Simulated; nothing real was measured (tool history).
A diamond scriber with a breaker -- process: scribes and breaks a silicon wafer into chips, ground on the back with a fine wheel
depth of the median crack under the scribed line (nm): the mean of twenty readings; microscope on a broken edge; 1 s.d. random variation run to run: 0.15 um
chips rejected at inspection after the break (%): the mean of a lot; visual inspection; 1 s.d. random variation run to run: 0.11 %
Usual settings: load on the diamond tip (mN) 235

| run | hour | load on the diamond tip (mN) | wafers since the last listed run | hours since the diamond tip was replaced | hours since the load on the tip was calibrated | incoming depth of the damage left on the back of the incoming wafer, um | depth of the median crack under the scribed line (nm) | chips rejected at inspection after the break (%) |
|---|---|---|---|---|---|---|---|---|
| 1 | 0.0 | 235 | 0 | 701.1 | 308.2 | 2.03 | 7450 | 3.73 |
| 2 | 43.6 | 235 | 76 | 744.7 | 351.8 | 1.67 | 7540 | 3.17 |
| 3 | 134.2 | 235 | 159 | 835.3 | 442.4 | 2.87 | 7570 | 6.84 |
| 4 | 176.6 | 289 | 74 | 877.7 | 484.8 | 2.83 | 8890 | 5.04 |
|  | 188.9 | load on the tip recalibrated |
|  | 227.7 | diamond tip replaced by a new one |
| 5 | 262.0 | 235 | 143 | 34.3 | 73.1 | 2.58 | 7940 | 4.50 |
| 6 | 336.4 | 235 | 131 | 108.7 | 147.5 | 1.66 | 7780 | 2.54 |
| 7 | 416.6 | 197 | 141 | 188.9 | 227.7 | 1.73 | 6770 | 6.76 |
|  | 632.9 | load on the tip recalibrated |
| 8 | 652.7 | 197 | 412 | 425.0 | 19.8 | 1.90 | 7340 | 4.93 |
| 9 | 706.9 | 249 | 95 | 479.2 | 74.0 | 1.50 | 8220 | 2.20 |
| 10 | 786.8 | 249 | 140 | 559.1 | 153.9 | 2.48 | 8070 | 3.91 |
| 11 | 870.3 | 279 | 147 | 642.6 | 237.4 | 1.88 | 8860 | 2.88 |
| 12 | 927.2 | 279 | 100 | 699.5 | 294.3 | 1.86 | 8480 | 2.81 |
| 13 | 972.0 | 279 | 79 | 744.3 | 339.1 | 2.99 | 8450 | 5.36 |
|  | 1075.5 | load on the tip recalibrated |
| 14 | 1077.8 | 186 | 183 | 850.1 | 2.3 | 1.66 | 7020 | 5.94 |
|  | 1109.9 | diamond tip replaced by a new one |
| 15 | 1115.4 | 186 | 62 | 5.5 | 39.9 | 1.91 | 6710 | 6.98 |
| 16 | 1204.0 | 186 | 156 | 94.1 | 128.5 | 2.51 | 6410 | 11.43 |
| 17 | 1284.3 | 197 | 141 | 174.4 | 208.8 | 1.87 | 6810 | 7.14 |
| 18 | 1368.8 | 235 | 149 | 258.9 | 293.3 | 2.42 | 7720 | 4.73 |
| 19 | 1461.2 | 281 | 162 | 351.3 | 385.7 | 2.25 | 8600 | 3.25 |
| 20 | 1511.5 | 195 | 88 | 401.6 | 436.0 | 1.52 | 6610 | 7.24 |
| 21 | 1591.0 | 235 | 140 | 481.1 | 515.5 | 1.94 | 7580 | 3.48 |
|  | 1639.5 | load on the tip recalibrated |
| 22 | 1668.3 | 191 | 132 | 558.4 | 28.8 | 2.84 | 7060 | 9.11 |
| 23 | 1739.6 | 282 | 125 | 629.7 | 100.1 | 1.60 | 9020 | 3.32 |
| 24 | 1792.5 | 286 | 93 | 682.6 | 153.0 | 1.51 | 8660 | 2.95 |
| 25 | 1850.9 | 214 | 103 | 741.0 | 211.4 | 2.47 | 7160 | 6.30 |
|  | 1875.9 | diamond tip replaced by a new one |
| 26 | 1950.5 | 268 | 172 | 74.6 | 311.0 | 2.28 | 8260 | 3.15 |
| 27 | 2054.3 | 183 | 183 | 178.4 | 414.8 | 2.45 | 6120 | 12.70 |
|  | 2116.4 | load on the tip recalibrated |
| 28 | 2152.2 | 235 | 169 | 276.3 | 35.8 | 2.33 | 8040 | 3.50 |
| 29 | 2192.0 | 185 | 70 | 316.1 | 75.6 | 1.61 | 6500 | 7.62 |
| 30 | 2232.7 | 173 | 71 | 356.8 | 116.3 | 2.83 | 6080 | 15.72 |
| 31 | 2305.0 | 296 | 127 | 429.1 | 188.6 | 2.54 | 9010 | 4.63 |
| 32 | 2412.4 | 205 | 189 | 536.5 | 296.0 | 1.68 | 6690 | 5.87 |
| 33 | 2506.5 | 186 | 165 | 630.6 | 390.1 | 1.92 | 6310 | 10.06 |

For each run, the measured value with the value that run would have given without the tool's hidden condition subtracted. The run-to-run variation is shared by both, the gauge scatter possibly not:
Unlogged tool condition in this case: share of the diamond tip's cutting effectiveness lost through wear, %; deviation of the load on the tip from its setpoint, %.
| run | depth of the median crack under the scribed line (nm) | chips rejected at inspection after the break (%) |
|---|---|---|
| 1 | -560 | +0.88 |
| 2 | -600 | +0.83 |
| 3 | -640 | +1.64 |
| 4 | -760 | -1.30 |
| 5 | -170 | +0.22 |
| 6 | -320 | +0.26 |
| 7 | -370 | +2.01 |
| 8 | -50 | +0.21 |
| 9 | -220 | -0.14 |
| 10 | -380 | +0.11 |
| 11 | -540 | -1.08 |
| 12 | -570 | -1.15 |
| 13 | -600 | -0.66 |
| 14 | +20 | -0.11 |
| 15 | -80 | +0.53 |
| 16 | -250 | +2.08 |
| 17 | -370 | +2.08 |
| 18 | -500 | +0.88 |
| 19 | -610 | -1.08 |
| 20 | -490 | +2.79 |
| 21 | -580 | +0.84 |
| 22 | -60 | +0.35 |
| 23 | -290 | -0.79 |
| 24 | -390 | -1.05 |
| 25 | -390 | +1.50 |
| 26 | -550 | -0.55 |
| 27 | -440 | +3.82 |
| 28 | -140 | +0.12 |
| 29 | -210 | +1.39 |
| 30 | -260 | +2.69 |
| 31 | -520 | -1.36 |
| 32 | -490 | +2.22 |
| 33 | -500 | +3.63 |

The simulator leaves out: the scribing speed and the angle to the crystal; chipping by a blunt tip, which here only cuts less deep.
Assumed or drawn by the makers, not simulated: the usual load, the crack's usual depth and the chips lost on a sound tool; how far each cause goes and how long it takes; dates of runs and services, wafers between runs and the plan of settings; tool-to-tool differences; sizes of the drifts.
